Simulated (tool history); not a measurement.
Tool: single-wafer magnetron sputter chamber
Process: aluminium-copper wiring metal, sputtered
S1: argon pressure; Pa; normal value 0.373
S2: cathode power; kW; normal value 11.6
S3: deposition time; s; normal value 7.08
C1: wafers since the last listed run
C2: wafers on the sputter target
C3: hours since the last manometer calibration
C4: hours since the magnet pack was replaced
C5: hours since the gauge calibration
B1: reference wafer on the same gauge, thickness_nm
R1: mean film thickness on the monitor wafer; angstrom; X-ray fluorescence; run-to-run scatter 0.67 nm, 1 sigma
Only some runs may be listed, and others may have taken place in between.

run 1 day=0 | S1=0.373 S2=11.6 S3=7.08 | C1=0 C2=5464 C3=1390.2 C4=7800 C5=447.9 | B1=116.171 | R1=1425.37
run 2 day=0.892 | S1=0.373 S2=11.6 S3=7.08 | C1=504 C2=5968 C3=1411.6 C4=7821.4 C5=469.3 | B1=115.968 | R1=1419.31
-- day=1.725 sputter target and shields replaced
run 3 day=2.042 | S1=0.373 S2=11.6 S3=7.08 | C1=462 C2=179 C3=1439.2 C4=7849 C5=496.9 | B1=116.008 | R1=1429.37
run 4 day=2.9 | S1=0.373 S2=11.6 S3=7.96 | C1=485 C2=665 C3=1459.8 C4=7869.6 C5=517.5 | B1=116.006 | R1=1602.58
run 5 day=4.212 | S1=0.373 S2=11.6 S3=7.96 | C1=742 C2=1407 C3=1491.3 C4=7901.1 C5=549 | B1=116.097 | R1=1598.78
run 6 day=5.383 | S1=0.373 S2=13.2 S3=6.07 | C1=662 C2=2070 C3=1519.4 C4=7929.2 C5=577.1 | B1=116.03 | R1=1376.79
run 7 day=6.588 | S1=0.373 S2=10.85 S3=7.08 | C1=681 C2=2752 C3=1548.3 C4=7958.1 C5=606 | B1=116.011 | R1=1322.74
run 8 day=7.617 | S1=0.373 S2=10.85 S3=7.08 | C1=582 C2=3334 C3=1573 C4=7982.8 C5=630.7 | B1=116.021 | R1=1333.21
run 9 day=8.288 | S1=0.373 S2=10.85 S3=7.08 | C1=379 C2=3714 C3=1589.1 C4=7998.9 C5=646.8 | B1=116.136 | R1=1335.25
run 10 day=10.933 | S1=0.373 S2=11.6 S3=7.08 | C1=1497 C2=5211 C3=1652.6 C4=8062.4 C5=710.3 | B1=116.066 | R1=1422.73
run 11 day=11.546 | S1=0.373 S2=11.6 S3=7.08 | C1=346 C2=5557 C3=1667.3 C4=8077.1 C5=725 | B1=116.089 | R1=1426.71
run 12 day=12.408 | S1=0.373 S2=11.6 S3=7.08 | C1=488 C2=6046 C3=1688 C4=8097.8 C5=745.7 | B1=115.976 | R1=1426.03
-- day=13.104 sputter target and shields replaced
-- day=13.371 gauge calibrated
run 13 day=13.892 | S1=0.373 S2=11.6 S3=7.08 | C1=650 C2=445 C3=1723.6 C4=8133.4 C5=12.5 | B1=116.07 | R1=1419.74
run 14 day=15.283 | S1=0.373 S2=11.6 S3=7.08 | C1=787 C2=1233 C3=1757 C4=8166.8 C5=45.9 | B1=115.926 | R1=1424.55
run 15 day=16.571 | S1=0.373 S2=10.4 S3=7.08 | C1=728 C2=1962 C3=1787.9 C4=8197.7 C5=76.8 | B1=115.932 | R1=1273.83
run 16 day=17.354 | S1=0.373 S2=14.2 S3=8.07 | C1=443 C2=2405 C3=1806.7 C4=8216.5 C5=95.6 | B1=115.843 | R1=2000.05
run 17 day=18.038 | S1=0.373 S2=11.6 S3=6.07 | C1=386 C2=2792 C3=1823.1 C4=8232.9 C5=112 | B1=115.988 | R1=1223.36
run 18 day=20.062 | S1=0.373 S2=9.1 S3=7.08 | C1=1145 C2=3938 C3=1871.7 C4=8281.5 C5=160.6 | B1=116.05 | R1=1109.98
run 19 day=20.683 | S1=0.373 S2=11.6 S3=5.98 | C1=351 C2=4289 C3=1886.6 C4=8296.4 C5=175.5 | B1=116.067 | R1=1205.6
run 20 day=21.888 | S1=0.373 S2=11.6 S3=6.66 | C1=681 C2=4970 C3=1915.5 C4=8325.3 C5=204.4 | B1=115.944 | R1=1329.69
run 21 day=22.925 | S1=0.249 S2=11.6 S3=8.49 | C1=587 C2=5557 C3=1940.4 C4=8350.2 C5=229.3 | B1=115.973 | R1=1900.68
-- day=23.621 capacitance manometer re-zeroed and calibrated
run 22 day=24.233 | S1=0.373 S2=12.45 S3=6.46 | C1=551 C2=6109 C3=14.7 C4=8381.6 C5=260.7 | B1=115.959 | R1=1393.3
-- day=24.992 sputter target and shields replaced
-- day=25.179 magnet pack replaced
run 23 day=25.2 | S1=0.373 S2=11.6 S3=7.08 | C1=251 C2=11 C3=37.9 C4=0.5 C5=283.9 | B1=116.003 | R1=1431.47
run 24 day=25.271 | S1=0.373 S2=11.6 S3=7.08 | C1=40 C2=51 C3=39.6 C4=2.2 C5=285.6 | B1=116.045 | R1=1433.92
run 25 day=28.85 | S1=0.277 S2=13.15 S3=6.71 | C1=2025 C2=2076 C3=125.5 C4=88.1 C5=371.5 | B1=116.027 | R1=1671.06
run 26 day=29.621 | S1=0.42 S2=11.6 S3=7.08 | C1=436 C2=2513 C3=144 C4=106.6 C5=390 | B1=115.959 | R1=1383.48
run 27 day=30.454 | S1=0.294 S2=9.7 S3=7.55 | C1=471 C2=2984 C3=164 C4=126.6 C5=410 | B1=115.867 | R1=1361.25
run 28 day=31.792 | S1=0.373 S2=11.6 S3=7.08 | C1=756 C2=3741 C3=196.1 C4=158.7 C5=442.1 | B1=116.157 | R1=1430.32
run 29 day=32.546 | S1=0.373 S2=11.6 S3=7.08 | C1=426 C2=4168 C3=214.2 C4=176.8 C5=460.2 | B1=116.121 | R1=1422.5
run 30 day=33.379 | S1=0.289 S2=14.35 S3=7.08 | C1=471 C2=4640 C3=234.2 C4=196.8 C5=480.2 | B1=115.891 | R1=1875.04
run 31 day=34.033 | S1=0.373 S2=11.6 S3=7.08 | C1=370 C2=5010 C3=249.9 C4=212.5 C5=495.9 | B1=116.022 | R1=1428.77

Forecast each of these 3 alternatives for the next run:
run A day=34.05 | S1=0.373 S2=11.6 S3=7.08 | C1=9 C2=5019 C3=250.3 C4=212.9 C5=496.3 | B1=? | R1=?
run B day=34.05 | S1=0.373 S2=8.85 S3=7.08 | C1=9 C2=5019 C3=250.3 C4=212.9 C5=496.3 | B1=? | R1=?
run C day=34.05 | S1=0.501 S2=11.6 S3=7.51 | C1=9 C2=5019 C3=250.3 C4=212.9 C5=496.3 | B1=? | R1=?

run=A B1=116.002 R1=1425.23
run=B B1=116.002 R1=1087.35
run=C B1=116.002 R1=1368.69
Take away the tool's hidden state, keep each run's random variation, and the runs would have read:
run=A R1=1425.23
run=B R1=1087.35
run=C R1=1368.69

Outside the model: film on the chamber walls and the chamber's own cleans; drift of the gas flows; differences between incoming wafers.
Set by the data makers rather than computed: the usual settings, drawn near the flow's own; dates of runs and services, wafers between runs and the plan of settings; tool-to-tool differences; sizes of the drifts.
